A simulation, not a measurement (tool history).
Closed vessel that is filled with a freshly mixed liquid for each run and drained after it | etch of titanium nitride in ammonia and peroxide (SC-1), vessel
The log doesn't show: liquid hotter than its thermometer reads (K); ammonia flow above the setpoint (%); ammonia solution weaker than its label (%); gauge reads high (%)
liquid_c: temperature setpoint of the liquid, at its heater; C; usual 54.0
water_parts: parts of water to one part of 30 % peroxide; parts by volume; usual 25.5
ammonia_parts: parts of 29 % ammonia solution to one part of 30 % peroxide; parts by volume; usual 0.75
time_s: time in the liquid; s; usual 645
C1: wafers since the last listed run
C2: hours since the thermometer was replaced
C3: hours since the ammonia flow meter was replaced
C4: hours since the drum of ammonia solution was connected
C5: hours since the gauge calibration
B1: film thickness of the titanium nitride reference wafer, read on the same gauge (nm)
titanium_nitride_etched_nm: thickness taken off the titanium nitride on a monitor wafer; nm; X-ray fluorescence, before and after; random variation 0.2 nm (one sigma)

run 1 hour=0.0 | liquid_c=54.0 water_parts=25.5 ammonia_parts=0.75 time_s=645 | C1=0 C2=1396.7 C3=1127.3 C4=194.5 C5=804.5 | B1=80.06 | titanium_nitride_etched_nm=23.87
run 2 hour=74.4 | liquid_c=54.0 water_parts=25.5 ammonia_parts=0.75 time_s=645 | C1=5172 C2=1471.1 C3=1201.7 C4=268.9 C5=878.9 | B1=79.99 | titanium_nitride_etched_nm=23.89
-- hour=139.1 new drum of ammonia solution connected
run 3 hour=178.3 | liquid_c=54.0 water_parts=25.5 ammonia_parts=0.75 time_s=645 | C1=7153 C2=1575.0 C3=1305.6 C4=39.2 C5=982.8 | B1=79.98 | titanium_nitride_etched_nm=24.24
run 4 hour=281.9 | liquid_c=54.0 water_parts=25.5 ammonia_parts=0.75 time_s=645 | C1=7202 C2=1678.6 C3=1409.2 C4=142.8 C5=1086.4 | B1=80.01 | titanium_nitride_etched_nm=24.25
run 5 hour=382.1 | liquid_c=54.0 water_parts=25.5 ammonia_parts=0.75 time_s=645 | C1=6965 C2=1778.8 C3=1509.4 C4=243.0 C5=1186.6 | B1=80.04 | titanium_nitride_etched_nm=24.28
run 6 hour=432.7 | liquid_c=54.0 water_parts=21.0 ammonia_parts=0.60 time_s=645 | C1=3517 C2=1829.4 C3=1560.0 C4=293.6 C5=1237.2 | B1=80.00 | titanium_nitride_etched_nm=26.32
run 7 hour=522.5 | liquid_c=54.0 water_parts=21.0 ammonia_parts=0.60 time_s=645 | C1=6242 C2=1919.2 C3=1649.8 C4=383.4 C5=1327.0 | B1=80.01 | titanium_nitride_etched_nm=25.72
-- hour=524.2 new drum of ammonia solution connected
run 8 hour=621.7 | liquid_c=54.0 water_parts=21.0 ammonia_parts=0.75 time_s=645 | C1=6826 C2=2018.4 C3=1749.0 C4=97.5 C5=1426.2 | B1=79.97 | titanium_nitride_etched_nm=27.19
run 9 hour=672.6 | liquid_c=54.0 water_parts=21.0 ammonia_parts=0.75 time_s=645 | C1=3538 C2=2069.3 C3=1799.9 C4=148.4 C5=1477.1 | B1=79.99 | titanium_nitride_etched_nm=27.02
run 10 hour=762.6 | liquid_c=54.0 water_parts=21.0 ammonia_parts=0.75 time_s=645 | C1=6256 C2=2159.3 C3=1889.9 C4=238.4 C5=1567.1 | B1=80.00 | titanium_nitride_etched_nm=27.75
run 11 hour=810.6 | liquid_c=54.0 water_parts=25.5 ammonia_parts=0.75 time_s=645 | C1=3336 C2=2207.3 C3=1937.9 C4=286.4 C5=1615.1 | B1=79.97 | titanium_nitride_etched_nm=24.53
-- hour=851.3 gauge calibrated
run 12 hour=891.6 | liquid_c=54.0 water_parts=25.5 ammonia_parts=0.75 time_s=400 | C1=5631 C2=2288.3 C3=2018.9 C4=367.4 C5=40.3 | B1=80.00 | titanium_nitride_etched_nm=15.75
-- hour=916.9 new drum of ammonia solution connected
run 13 hour=935.8 | liquid_c=48.5 water_parts=25.5 ammonia_parts=0.75 time_s=645 | C1=3003 C2=2332.5 C3=2063.1 C4=18.9 C5=84.5 | B1=79.94 | titanium_nitride_etched_nm=17.32
run 14 hour=974.8 | liquid_c=54.0 water_parts=25.5 ammonia_parts=0.75 time_s=330 | C1=2711 C2=2371.5 C3=2102.1 C4=57.9 C5=123.5 | B1=80.01 | titanium_nitride_etched_nm=12.90
run 15 hour=1024.8 | liquid_c=54.0 water_parts=21.0 ammonia_parts=0.75 time_s=645 | C1=3475 C2=2421.5 C3=2152.1 C4=107.9 C5=173.5 | B1=80.05 | titanium_nitride_etched_nm=27.65
run 16 hour=1065.0 | liquid_c=54.0 water_parts=33.5 ammonia_parts=0.65 time_s=385 | C1=2794 C2=2461.7 C3=2192.3 C4=148.1 C5=213.7 | B1=80.00 | titanium_nitride_etched_nm=12.55
run 17 hour=1145.0 | liquid_c=60.5 water_parts=34.5 ammonia_parts=0.75 time_s=370 | C1=5561 C2=2541.7 C3=2272.3 C4=228.1 C5=293.7 | B1=80.00 | titanium_nitride_etched_nm=18.59
-- hour=1170.0 ammonia flow meter replaced
-- hour=1224.5 new drum of ammonia solution connected
-- hour=1234.1 thermometer replaced
run 18 hour=1437.7 | liquid_c=49.0 water_parts=25.5 ammonia_parts=0.75 time_s=645 | C1=20139 C2=203.6 C3=267.7 C4=213.2 C5=586.4 | B1=80.02 | titanium_nitride_etched_nm=15.98
run 19 hour=1531.2 | liquid_c=54.0 water_parts=21.5 ammonia_parts=0.45 time_s=435 | C1=6500 C2=297.1 C3=361.2 C4=306.7 C5=679.9 | B1=79.97 | titanium_nitride_etched_nm=15.21
-- hour=1534.0 new drum of ammonia solution connected
run 20 hour=1574.2 | liquid_c=47.5 water_parts=16.0 ammonia_parts=1.00 time_s=440 | C1=2919 C2=340.1 C3=404.2 C4=40.2 C5=722.9 | B1=79.98 | titanium_nitride_etched_nm=13.40
run 21 hour=1610.9 | liquid_c=44.5 water_parts=25.5 ammonia_parts=0.75 time_s=645 | C1=2551 C2=376.8 C3=440.9 C4=76.9 C5=759.6 | B1=79.98 | titanium_nitride_etched_nm=11.65
run 22 hour=1692.3 | liquid_c=50.0 water_parts=25.5 ammonia_parts=0.75 time_s=645 | C1=5658 C2=458.2 C3=522.3 C4=158.3 C5=841.0 | B1=79.96 | titanium_nitride_etched_nm=17.66
run 23 hour=1735.0 | liquid_c=54.0 water_parts=25.5 ammonia_parts=0.75 time_s=645 | C1=2968 C2=500.9 C3=565.0 C4=201.0 C5=883.7 | B1=80.02 | titanium_nitride_etched_nm=22.73

Hidden state or all else? Some run-to-run changes of titanium_nitride_etched_nm, split into what the settings, what came in and random variation would give without the hidden state, and what is left for the hidden state (with any gauge scatter that isn't in both results):
Run 14 -> 15: water_parts 25.5 -> 21.0, time_s 330 -> 645. titanium_nitride_etched_nm +14.75 nm: hidden state +2.25, all else +12.50.
Run 15 -> 16: water_parts 21.0 -> 33.5, ammonia_parts 0.75 -> 0.65, time_s 645 -> 385. titanium_nitride_etched_nm -15.10 nm: hidden state -2.25, all else -12.85.
